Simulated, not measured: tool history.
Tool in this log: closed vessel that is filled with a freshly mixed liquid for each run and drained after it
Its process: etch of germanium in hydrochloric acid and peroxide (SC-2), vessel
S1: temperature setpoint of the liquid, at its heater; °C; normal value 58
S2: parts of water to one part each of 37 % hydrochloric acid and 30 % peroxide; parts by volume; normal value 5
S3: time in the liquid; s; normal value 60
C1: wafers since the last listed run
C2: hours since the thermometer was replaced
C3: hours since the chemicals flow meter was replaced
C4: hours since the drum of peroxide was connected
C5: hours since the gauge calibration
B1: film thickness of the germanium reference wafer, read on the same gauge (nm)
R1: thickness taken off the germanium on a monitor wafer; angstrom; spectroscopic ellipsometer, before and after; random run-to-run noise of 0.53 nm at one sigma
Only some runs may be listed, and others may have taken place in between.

run	day	S1	S2	S3	C1	C2	C3	C4	C5	B1	R1
1	0	58	5	60	0	127.5	147	372.8	1936.2	150.03	1531.7
2	2.521	58	5	60	4290	188	207.5	433.3	1996.7	149.98	1533.8
3	4.067	58	5	60	2630	225.1	244.6	470.4	2033.8	150.04	1535.1
4	6.367	58	5	60	3914	280.3	299.8	525.6	2089	150.01	1534.9
5	10.325	58	5	60	6736	375.3	394.8	620.6	2184	150.03	1535.8
6	12.888	58	5	40	4361	436.8	456.3	682.1	2245.5	150	1023.7
7	15.242	58	5	60	4006	493.3	512.8	738.6	2302	150	1539.7
8	16.971	58	5	60	2942	534.8	554.3	780.1	2343.5	149.99	1547.9
# day 17.629: new drum of peroxide connected
9	22.65	64	4	80	9594	671.1	690.6	120.5	2479.8	150.02	2475.2
10	26.308	58	5	60	6225	758.9	778.4	208.3	2567.6	150.01	1554.1
11	30.192	58	4	80	6608	852.1	871.6	301.5	2660.8	150.01	2072.6
12	32.054	65.5	4	35	3169	896.8	916.3	346.2	2705.5	150	1138
13	34.3	58	6.5	75	3822	950.7	970.2	400.1	2759.4	149.99	1926.2
14	37.15	48.5	7.5	60	4850	1019.1	1038.6	468.5	2827.8	150.03	1133.7
# day 37.179: gauge calibrated
15	40.358	58	5	60	5460	1096.1	1115.6	545.5	76.3	150	1559.3
16	42.521	58	4	35	3680	1148	1167.5	597.4	128.2	150.02	920.4
17	44.533	65.5	4	35	3424	1196.3	1215.8	645.7	176.5	150	1146.7
# day 45.462: chemicals flow meter replaced
18	46.762	49	4	80	3722	1249.8	31.2	699.2	230	149.96	1578.5
19	49.3	58	5	60	4318	1310.7	92.1	760.1	290.9	150	1562.1
# day 50.796: new drum of peroxide connected
20	52.2	58	5	60	4864	1380.3	161.7	33.7	360.5	149.97	1557.1
21	54.162	58	4	90	3339	1427.4	208.8	80.8	407.6	150	2372.2
22	56.888	67.5	5	95	4637	1492.8	274.2	146.2	473	150	3302.6
23	58.883	65	5	35	3396	1540.7	322.1	194.1	520.9	149.99	1129.3
24	61.125	58	7	60	3814	1594.5	375.9	247.9	574.7	150	1551.7
25	63.742	58	5	60	4453	1657.3	438.7	310.7	637.5	150	1580.5
26	65.425	61.5	5	60	2864	1697.7	479.1	351.1	677.9	150	1753.3
27	68.375	58	5	60	5020	1768.5	549.9	421.9	748.7	149.99	1585.2
28	72.554	50	5	75	7112	1868.8	650.2	522.2	849	150.03	1552.5
29	75.304	64.5	4	30	4680	1934.8	716.2	588.2	915	150.01	965.1
# day 77.45: thermometer replaced
30	78.104	62	4	70	4694	15.7	783.4	655.4	982.2	149.97	2020.9
31	82.104	58	5	60	6807	111.7	879.4	751.4	1078.2	150.02	1526.2

Results per run with the tool's hidden condition removed, run-to-run variation unchanged:
The tool's hidden condition here consists of: liquid hotter than its thermometer reads (K); chemicals flow below the setpoint (%); peroxide weaker than its label (%); gauge reads high (%).
run	R1
1	1528
2	1528.2
3	1528.6
4	1526.5
5	1524.6
6	1015.3
7	1525.2
8	1532.4
9	2444.7
10	1532
11	2039.2
12	1119.5
13	1892.2
14	1110.7
15	1526.8
16	900.3
17	1121.9
18	1539
19	1523.6
20	1516.8
21	2308.4
22	3215.7
23	1098.2
24	1505.7
25	1531.3
26	1698.8
27	1533
28	1495.3
29	931.4
30	2019
31	1522
